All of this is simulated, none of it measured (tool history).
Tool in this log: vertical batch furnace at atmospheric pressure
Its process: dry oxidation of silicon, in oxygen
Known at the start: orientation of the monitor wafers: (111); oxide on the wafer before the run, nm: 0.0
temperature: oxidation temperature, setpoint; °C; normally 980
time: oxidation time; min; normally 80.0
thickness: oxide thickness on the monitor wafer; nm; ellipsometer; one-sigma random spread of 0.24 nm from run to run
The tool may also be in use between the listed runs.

run	hour	temperature	time	wafers since the last listed run	hours since the last temperature calibration	hours since the boat lift was adjusted	hours since the gauge calibration	read-back reference wafer on the same gauge, thickness	thickness
1	0.0	980	80.0	0	1209.5	3261.5	1232.4	79.07	69.46
# hour 10.4: gauge calibrated
2	58.8	980	80.0	900	1268.3	3320.3	48.4	79.10	69.38
3	129.2	980	80.0	1078	1338.7	3390.7	118.8	79.09	69.22
4	174.8	996	80.0	698	1384.3	3436.3	164.4	79.08	78.43
5	206.6	980	80.0	486	1416.1	3468.1	196.2	78.99	69.70
6	241.7	980	80.0	537	1451.2	3503.2	231.3	79.15	69.88
7	304.7	973	80.0	964	1514.2	3566.2	294.3	79.10	66.14
8	344.0	973	80.0	601	1553.5	3605.5	333.6	79.10	66.27
9	403.9	973	80.0	917	1613.4	3665.4	393.5	79.02	65.93
10	431.3	980	80.0	419	1640.8	3692.8	420.9	79.05	69.56
11	500.1	980	80.0	1053	1709.6	3761.6	489.7	79.01	69.77
12	566.0	980	80.0	1009	1775.5	3827.5	555.6	79.11	69.44
13	618.0	980	80.0	796	1827.5	3879.5	607.6	78.98	69.79
14	668.9	980	80.0	779	1878.4	3930.4	658.5	79.15	69.30
15	710.0	980	80.0	629	1919.5	3971.5	699.6	79.11	69.51
16	751.7	980	80.0	638	1961.2	4013.2	741.3	79.08	69.68
17	808.8	980	80.0	874	2018.3	4070.3	798.4	79.01	69.97
18	842.3	980	80.0	513	2051.8	4103.8	831.9	79.14	69.96
19	901.2	980	80.0	901	2110.7	4162.7	890.8	79.06	69.09
# hour 942.7: thermocouples replaced and temperature profile calibrated
20	943.2	1000	65.5	275	0.5	4204.7	932.8	79.08	70.70
21	993.7	980	80.0	773	51.0	4255.2	983.3	79.05	69.28
22	1049.7	980	80.0	857	107.0	4311.2	1039.3	79.05	69.63
23	1085.6	980	80.0	549	142.9	4347.1	1075.2	79.06	69.85
24	1119.0	973	52.5	511	176.3	4380.5	1108.6	79.19	49.66
25	1173.0	990	55.5	826	230.3	4434.5	1162.6	79.16	58.69
# hour 1212.9: gauge calibrated
# hour 1238.9: boat lift adjusted
26	1239.4	962	99.5	649	296.7	0.5	26.5	79.08	70.12
27	1278.3	980	52.5	595	335.6	39.4	65.4	79.02	52.45
28	1346.6	971	80.0	1045	403.9	107.7	133.7	79.15	65.07
29	1377.3	971	45.5	470	434.6	138.4	164.4	79.20	44.54
30	1439.9	980	80.0	958	497.2	201.0	227.0	79.05	69.40
31	1494.5	980	80.0	836	551.8	255.6	281.6	79.11	70.18
32	1548.4	1000	116.5	825	605.7	309.5	335.5	79.11	103.26
33	1598.8	998	107.0	771	656.1	359.9	385.9	79.17	95.80
34	1622.9	980	49.0	369	680.2	384.0	410.0	79.10	50.12
35	1662.6	980	80.0	607	719.9	423.7	449.7	79.03	69.72
36	1726.3	980	91.0	975	783.6	487.4	513.4	79.13	75.55
37	1790.5	959	80.0	983	847.8	551.6	577.6	79.12	58.96
38	1842.2	988	41.5	791	899.5	603.3	629.3	79.19	47.60
39	1897.6	995	115.5	848	954.9	658.7	684.7	79.15	99.00
40	1959.0	980	80.0	940	1016.3	720.1	746.1	79.11	69.41

Predict each of these 3 candidate next runs independently; none follows another, all start after run 40:
A	1963.6	980	80.0	70	1020.9	724.7	750.7	?	?
B	1963.6	958	90.5	70	1020.9	724.7	750.7	?	?
C	1963.6	1001	111.5	70	1020.9	724.7	750.7	?	?

run	read-back reference wafer on the same gauge, thickness	thickness
A	79.12	69.55
B	79.12	63.66
C	79.12	100.54
Without the tool's hidden state the same runs would have given:
run	thickness
A	69.55
B	63.66
C	100.54

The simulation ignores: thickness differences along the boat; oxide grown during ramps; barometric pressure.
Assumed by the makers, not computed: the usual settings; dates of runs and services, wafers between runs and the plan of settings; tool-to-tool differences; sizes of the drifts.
